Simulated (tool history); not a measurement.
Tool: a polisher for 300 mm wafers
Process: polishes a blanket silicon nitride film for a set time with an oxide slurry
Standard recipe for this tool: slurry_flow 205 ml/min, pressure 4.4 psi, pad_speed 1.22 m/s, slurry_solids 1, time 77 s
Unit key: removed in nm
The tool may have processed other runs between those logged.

| run | hour | slurry_flow | pressure | pad_speed | slurry_solids | time | incoming thickness of the incoming film, nm | removed |
|---|---|---|---|---|---|---|---|---|
| 1 | 0 | 205 | 4.4 | 1.22 | 1 | 77 | 520.1 | 67.5 |
| 2 | 68.8 | 235 | 5 | 1.22 | 1 | 77 | 516.4 | 73.5 |
| 3 | 86.5 | 235 | 5 | 1.22 | 1 | 77 | 523.3 | 75.3 |
|  | 163.6 | worn pad replaced by a new one |
| 4 | 164.1 | 235 | 5 | 1.22 | 1 | 77 | 514.4 | 73.5 |
| 5 | 188.4 | 205 | 4.4 | 1.22 | 1 | 77 | 509.3 | 64.4 |
|  | 190.8 | slurry nozzle cleaned |
| 6 | 220.2 | 205 | 4.4 | 1.22 | 1 | 77 | 518.7 | 64.4 |
| 7 | 255.9 | 205 | 4.4 | 1.22 | 1 | 77 | 520.1 | 63.8 |
| 8 | 280.8 | 205 | 4.4 | 1.22 | 1 | 77 | 522.2 | 64.8 |
|  | 290.4 | slurry blender recalibrated |
| 9 | 294.4 | 205 | 4.4 | 1.42 | 0.85 | 77 | 526.9 | 66.7 |
| 10 | 315.5 | 205 | 4.4 | 1.22 | 1 | 77 | 523.3 | 64.3 |
| 11 | 342.7 | 205 | 4.4 | 1.22 | 1 | 86 | 525.1 | 70.9 |
|  | 346.8 | conditioning disc replaced and pad reconditioned |
| 12 | 359 | 260 | 4.4 | 1.22 | 1 | 77 | 526.1 | 70.6 |
|  | 437.6 | head pressure recalibrated |
|  | 445 | worn pad replaced by a new one |
| 13 | 457.9 | 205 | 4.4 | 1.22 | 1 | 54 | 510.9 | 50.5 |
| 14 | 486.5 | 205 | 4.4 | 1.22 | 1 | 77 | 527 | 70.4 |
| 15 | 500.8 | 160 | 3.6 | 1.22 | 1.2 | 98 | 524 | 75 |
| 16 | 535.4 | 205 | 3.8 | 1.08 | 1.25 | 62 | 517.7 | 49.2 |
| 17 | 561 | 205 | 4.4 | 1.22 | 0.8 | 77 | 527.1 | 64 |
|  | 621.8 | slurry blender recalibrated |
| 18 | 639.1 | 205 | 4.4 | 1.22 | 1 | 77 | 519.1 | 67.8 |
|  | 651.8 | slurry nozzle cleaned |
| 19 | 658 | 165 | 4.4 | 0.86 | 0.85 | 50 | 512.5 | 32.3 |
| 20 | 670.1 | 180 | 3.8 | 1.22 | 0.9 | 65 | 523.6 | 46.7 |
|  | 692.8 | worn pad replaced by a new one |
| 21 | 693.3 | 205 | 4 | 1.22 | 1 | 77 | 512 | 62 |
| 22 | 722.5 | 175 | 4.4 | 1.46 | 0.9 | 77 | 520.2 | 69.3 |
| 23 | 752.3 | 205 | 3.7 | 0.88 | 1 | 58 | 516.2 | 34.6 |
| 24 | 774.3 | 205 | 4.4 | 1.22 | 0.9 | 77 | 518.6 | 63 |
| 25 | 790.9 | 165 | 5.8 | 1.22 | 0.85 | 67 | 529.4 | 67.1 |

5 ways to go on from here, each from the tool as it stands after run 25. What would each give?
| A | 791.4 | 205 | 4.4 | 1.22 | 1 | 77 | 520.9 | ? |
| B | 791.4 | 150 | 4.4 | 1.22 | 0.85 | 77 | 520.9 | ? |
| C | 791.4 | 205 | 4.4 | 0.98 | 1 | 77 | 520.9 | ? |
| D | 791.4 | 205 | 3.1 | 0.82 | 1.2 | 77 | 520.9 | ? |
| E | 791.4 | 180 | 5.1 | 1.58 | 1 | 65 | 520.9 | ? |

| run | removed |
|---|---|
| A | 65.8 |
| B | 59.4 |
| C | 57.3 |
| D | 39.2 |
| E | 73.3 |
Stripped of hidden state, with their random variation kept, the same runs would have yielded:
| run | removed |
|---|---|
| A | 78.1 |
| B | 70.6 |
| C | 66.9 |
| D | 44.3 |
| E | 90.6 |

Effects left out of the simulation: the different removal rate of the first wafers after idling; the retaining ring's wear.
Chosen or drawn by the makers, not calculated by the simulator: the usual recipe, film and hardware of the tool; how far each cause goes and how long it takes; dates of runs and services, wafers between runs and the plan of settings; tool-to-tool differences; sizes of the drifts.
